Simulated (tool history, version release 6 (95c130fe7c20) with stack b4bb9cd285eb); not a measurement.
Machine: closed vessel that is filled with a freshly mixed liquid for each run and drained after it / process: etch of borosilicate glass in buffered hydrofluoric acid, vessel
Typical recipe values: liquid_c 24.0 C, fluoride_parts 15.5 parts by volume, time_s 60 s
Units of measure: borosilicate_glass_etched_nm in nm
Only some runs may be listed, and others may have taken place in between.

run,day,liquid_c,fluoride_parts,time_s,wafers since the last listed run,hours since the thermometer was replaced,hours since the hydrofluoric acid flow meter was replaced,hours since the gauge calibration,"read-back film thickness of the borosilicate glass reference wafer, read on the same gauge (nm)",borosilicate_glass_etched_nm
1,0.000,24.0,15.5,60,0,1662.7,785.5,732.6,28.97,48.23
2,2.867,24.0,15.5,60,6299,1731.5,854.3,801.4,28.96,48.07
3,5.183,24.0,15.5,60,5090,1787.1,909.9,857.0,28.96,47.35
4,7.992,24.0,15.5,60,6170,1854.5,977.3,924.4,28.95,47.12
# day 9.588: gauge calibrated
5,10.408,24.0,15.5,60,5310,1912.5,1035.3,19.7,29.83,48.69
6,12.171,23.0,15.5,60,3872,1954.8,1077.6,62.0,29.66,46.03
7,13.621,23.0,15.5,60,3186,1989.6,1112.4,96.8,29.58,45.87
8,15.633,23.0,15.5,60,4422,2037.9,1160.7,145.1,29.45,45.64
9,17.075,24.0,15.5,70,3167,2072.5,1195.3,179.7,29.42,56.51
10,19.783,24.0,13.5,60,5951,2137.5,1260.3,244.7,29.26,55.35
11,22.721,24.0,13.5,60,6454,2208.0,1330.8,315.2,29.17,54.96
12,24.458,24.0,15.5,60,3817,2249.7,1372.5,356.9,29.13,47.99
13,26.858,24.0,18.5,30,5273,2307.3,1430.1,414.5,29.08,19.97
14,29.717,21.0,11.0,75,6280,2375.9,1498.7,483.1,29.02,70.40
15,31.542,24.0,15.5,60,4010,2419.7,1542.5,526.9,28.99,47.78
# day 32.267: thermometer replaced
16,33.883,27.5,13.5,85,5053,38.8,1598.7,583.1,28.96,93.83
17,35.354,24.0,15.5,60,3231,74.1,1634.0,618.4,28.94,47.89
# day 37.404: hydrofluoric acid flow meter replaced
18,37.800,24.0,15.5,35,5282,132.8,9.5,677.1,28.93,27.56
19,40.179,21.5,21.5,75,5227,189.9,66.6,734.2,28.93,38.00
# day 40.804: gauge calibrated
20,42.133,22.0,11.5,75,4294,236.8,113.5,31.9,29.86,73.92
21,44.625,25.5,20.5,30,5475,296.6,173.3,91.7,29.66,20.49
22,46.592,24.0,15.5,60,4321,343.8,220.5,138.9,29.57,48.48
23,48.883,24.0,10.0,60,5035,398.8,275.5,193.9,29.45,73.90
24,51.471,24.0,15.5,60,5685,460.9,337.6,256.0,29.34,47.42

Hidden condition of the tool, last listed run before each entry between runs versus first listed run after:
Logged between run 4 and run 5: gauge calibrated (day 9.588)
  gauge reads high (%): -3.5 -> -0.593
  measured value less the no-hidden-state value, borosilicate_glass_etched_nm: -1.70 -> -0.29 nm
Logged between run 15 and run 16: thermometer replaced (day 32.267)
  gauge reads high (%): -3.35 -> -3.45
  measured value less the no-hidden-state value, borosilicate_glass_etched_nm: -1.65 -> -3.36 nm
Logged between run 17 and run 18: hydrofluoric acid flow meter replaced (day 37.404)
  gauge reads high (%): -3.5 -> -3.58
  measured value less the no-hidden-state value, borosilicate_glass_etched_nm: -1.74 -> -1.02 nm
Logged between run 19 and run 20: gauge calibrated (day 40.804)
  gauge reads high (%): -3.64 -> -0.439
  measured value less the no-hidden-state value, borosilicate_glass_etched_nm: -1.43 -> -0.33 nm
